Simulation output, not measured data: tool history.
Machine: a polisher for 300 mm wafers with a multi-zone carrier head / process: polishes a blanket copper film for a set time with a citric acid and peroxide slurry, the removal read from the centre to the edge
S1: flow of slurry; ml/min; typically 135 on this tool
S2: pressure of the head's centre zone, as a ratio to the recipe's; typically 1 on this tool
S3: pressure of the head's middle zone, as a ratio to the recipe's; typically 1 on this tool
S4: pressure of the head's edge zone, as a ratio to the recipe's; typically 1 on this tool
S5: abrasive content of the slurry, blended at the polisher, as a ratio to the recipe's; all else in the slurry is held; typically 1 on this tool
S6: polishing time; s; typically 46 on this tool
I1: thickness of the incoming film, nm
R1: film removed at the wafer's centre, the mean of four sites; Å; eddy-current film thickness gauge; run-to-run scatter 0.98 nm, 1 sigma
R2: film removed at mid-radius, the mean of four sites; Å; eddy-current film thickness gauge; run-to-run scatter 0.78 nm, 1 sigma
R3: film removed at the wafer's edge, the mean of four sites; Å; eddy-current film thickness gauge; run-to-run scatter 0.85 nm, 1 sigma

run	day	S1	S2	S3	S4	S5	S6	I1	R1	R2	R3
1	0	135	1	1	1	1	46	1078	945	969	994
2	1.338	135	1	1	1	1	46	1066.5	949	957	1003
3	2.867	135	1	1	1	1	46	1083.8	938	961	998
4	4.404	110	1	1.09	1	1	46	1076.6	889	998	981
5	7.092	135	1	0.97	1	1	32	1065	647	659	696
6	9.462	135	0.94	1	1	0.7	46	1063.4	836	928	965
7	12.262	135	1	1	1	1	46	1059	907	967	1004
8	15.088	135	1	1	1	1.15	46	1072.9	938	981	1004
9	17.279	135	1	1	1	1	46	1069	933	952	1008
10	18.292	135	1	1	1	1.15	46	1048.8	928	978	1017
11	21.529	135	1	1.07	0.91	0.9	46	1068.8	907	1004	947
12	23.404	135	0.95	1.07	1	0.8	46	1077.1	813	997	973
13	26.325	135	0.93	1	1	0.7	46	1057.5	756	930	963
14	31.921	135	1.07	1	1.05	1.25	56	1064.7	1170	1205	1284
15	34.15	135	0.9	1	1	1	62	1064.9	1036	1286	1352
16	36.929	135	1	1	1	1	46	1083.8	860	962	998
17	38.488	160	1	0.96	1	1.15	35	1075.6	672	746	805
18	41.162	135	1	1	1	1	46	1072.2	984	962	994
19	44.079	135	1	1	1	1	59	1044.8	1256	1237	1285
20	46.679	135	1	1	1	1	46	1081.4	957	963	1004
21	48.425	100	1.1	0.93	1.12	1	46	1064.8	965	861	1007

Not shown here: 10 entries made in the log between runs. Locate each between two listed runs and compare the hidden state at the listed run before it with the hidden state at the listed run after it:
Run 4 -> run 5: carrier head's membrane replaced by a new one (day 6.412)
  deviation of the centre zone's pressure from its setpoint, %: -4.48 -> -4.74
  measured minus no-state result, R1: -42 -> -32 Å
Run 5 -> run 6: worn pad replaced by a new one (day 8.538)
  deviation of the centre zone's pressure from its setpoint, %: -4.74 -> -4.94
  measured minus no-state result, R1: -32 -> -44 Å
Run 7 -> run 8: slurry nozzle cleaned (day 13.867)
  deviation of the centre zone's pressure from its setpoint, %: -5.12 -> -5.27
  measured minus no-state result, R1: -49 -> -53 Å
Run 10 -> run 11: edge zone pressure recalibrated (day 19.442)
  deviation of the centre zone's pressure from its setpoint, %: -5.41 -> -5.51
  measured minus no-state result, R1: -54 -> -53 Å
Run 11 -> run 12: centre zone pressure recalibrated (day 22.346); worn pad replaced by a new one (day 22.892)
  deviation of the centre zone's pressure from its setpoint, %: -5.51 -> -9.96
  measured minus no-state result, R1: -53 -> -92 Å
Run 15 -> run 16: worn pad replaced by a new one (day 35.779)
  deviation of the centre zone's pressure from its setpoint, %: -12.9 -> -13.4
  measured minus no-state result, R1: -157 -> -134 Å
Run 17 -> run 18: centre zone pressure recalibrated, repeated, since the last time left the tool worse (day 39.142); slurry nozzle cleaned (day 40.471)
  deviation of the centre zone's pressure from its setpoint, %: -13.6 -> 0.44
  measured minus no-state result, R1: -107 -> +4 Å
Run 18 -> run 19: edge zone pressure recalibrated (day 42.562)
  deviation of the centre zone's pressure from its setpoint, %: 0.44 -> -0.548
  measured minus no-state result, R1: +4 -> -7 Å
